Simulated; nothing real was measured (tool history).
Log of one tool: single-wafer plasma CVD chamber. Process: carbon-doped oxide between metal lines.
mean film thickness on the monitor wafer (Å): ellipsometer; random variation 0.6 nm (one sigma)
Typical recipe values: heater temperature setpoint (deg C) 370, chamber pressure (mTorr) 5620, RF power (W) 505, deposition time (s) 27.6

| run | hour | heater temperature setpoint (deg C) | chamber pressure (mTorr) | RF power (W) | deposition time (s) | read-back reference wafer on the same gauge, thickness_nm | mean film thickness on the monitor wafer (Å) |
|---|---|---|---|---|---|---|---|
| 1 | 0.0 | 370 | 5620 | 505 | 27.6 | 131.091 | 1109.98 |
|  | 9.4 | thermocouple changed; heater temperature recalibrated |
|  | 29.7 | capacitance manometer re-zeroed and calibrated |
| 2 | 32.1 | 370 | 5620 | 505 | 27.6 | 130.896 | 1107.68 |
| 3 | 53.6 | 370 | 5620 | 505 | 27.6 | 130.964 | 1115.35 |
|  | 91.3 | showerhead replaced |
| 4 | 91.8 | 370 | 5620 | 505 | 27.6 | 130.793 | 1109.29 |
| 5 | 103.0 | 370 | 5620 | 505 | 27.6 | 131.122 | 1109.39 |
| 6 | 119.6 | 370 | 5620 | 505 | 27.6 | 130.938 | 1119.93 |
| 7 | 141.5 | 370 | 5620 | 505 | 27.6 | 131.010 | 1103.28 |
| 8 | 169.6 | 370 | 5010 | 505 | 27.6 | 131.087 | 1079.20 |
| 9 | 185.4 | 358 | 6900 | 420 | 23.1 | 130.999 | 811.03 |
| 10 | 218.3 | 381 | 5620 | 530 | 27.6 | 131.069 | 1131.11 |
|  | 253.8 | RF generator calibrated |
| 11 | 254.3 | 382 | 4820 | 505 | 24.2 | 130.883 | 997.34 |
| 12 | 284.9 | 370 | 5620 | 505 | 27.6 | 131.368 | 1189.88 |
| 13 | 304.5 | 359 | 5620 | 565 | 27.6 | 130.893 | 1328.21 |
| 14 | 324.6 | 370 | 5620 | 505 | 27.6 | 131.088 | 1186.76 |
| 15 | 354.1 | 370 | 5070 | 505 | 29.8 | 130.808 | 1250.06 |
| 16 | 383.7 | 370 | 5620 | 505 | 22.7 | 131.058 | 967.98 |
| 17 | 399.8 | 356 | 5620 | 505 | 22.6 | 131.002 | 1003.14 |
|  | 409.8 | gauge calibrated |
| 18 | 423.3 | 370 | 6820 | 505 | 27.6 | 130.950 | 1192.45 |
| 19 | 459.0 | 370 | 5620 | 505 | 27.6 | 130.788 | 1171.53 |
| 20 | 488.8 | 359 | 5620 | 565 | 27.6 | 130.691 | 1308.46 |
| 21 | 513.6 | 370 | 5620 | 505 | 27.6 | 131.069 | 1156.67 |
| 22 | 528.5 | 370 | 5620 | 505 | 27.6 | 130.913 | 1162.86 |
| 23 | 555.0 | 370 | 5620 | 505 | 27.6 | 131.367 | 1171.56 |
| 24 | 586.9 | 370 | 5620 | 505 | 30.1 | 131.188 | 1273.11 |
| 25 | 605.8 | 370 | 5620 | 505 | 27.6 | 130.988 | 1162.81 |
| 26 | 629.3 | 356 | 5620 | 550 | 27.6 | 130.798 | 1279.41 |
| 27 | 643.0 | 370 | 5620 | 505 | 27.6 | 131.153 | 1157.47 |
| 28 | 665.9 | 365 | 4630 | 420 | 29.4 | 130.919 | 1015.87 |

Below are 4 alternative next runs, each starting from the tool's condition after run 28. Predict each:
| A | 666.3 | 370 | 6260 | 505 | 27.6 | ? | ? |
| B | 666.3 | 383 | 5620 | 505 | 32.8 | ? | ? |
| C | 666.3 | 374 | 6970 | 465 | 24.6 | ? | ? |
| D | 666.3 | 370 | 5620 | 600 | 27.6 | ? | ? |

| run | read-back reference wafer on the same gauge, thickness_nm | mean film thickness on the monitor wafer (Å) |
|---|---|---|
| A | 131.159 | 1171.68 |
| B | 131.159 | 1334.29 |
| C | 131.159 | 972.39 |
| D | 131.159 | 1321.75 |
Without the tool's unlogged condition, the same runs would have read:
| run | mean film thickness on the monitor wafer (Å) |
|---|---|
| A | 1211.47 |
| B | 1379.60 |
| C | 1010.85 |
| D | 1364.72 |

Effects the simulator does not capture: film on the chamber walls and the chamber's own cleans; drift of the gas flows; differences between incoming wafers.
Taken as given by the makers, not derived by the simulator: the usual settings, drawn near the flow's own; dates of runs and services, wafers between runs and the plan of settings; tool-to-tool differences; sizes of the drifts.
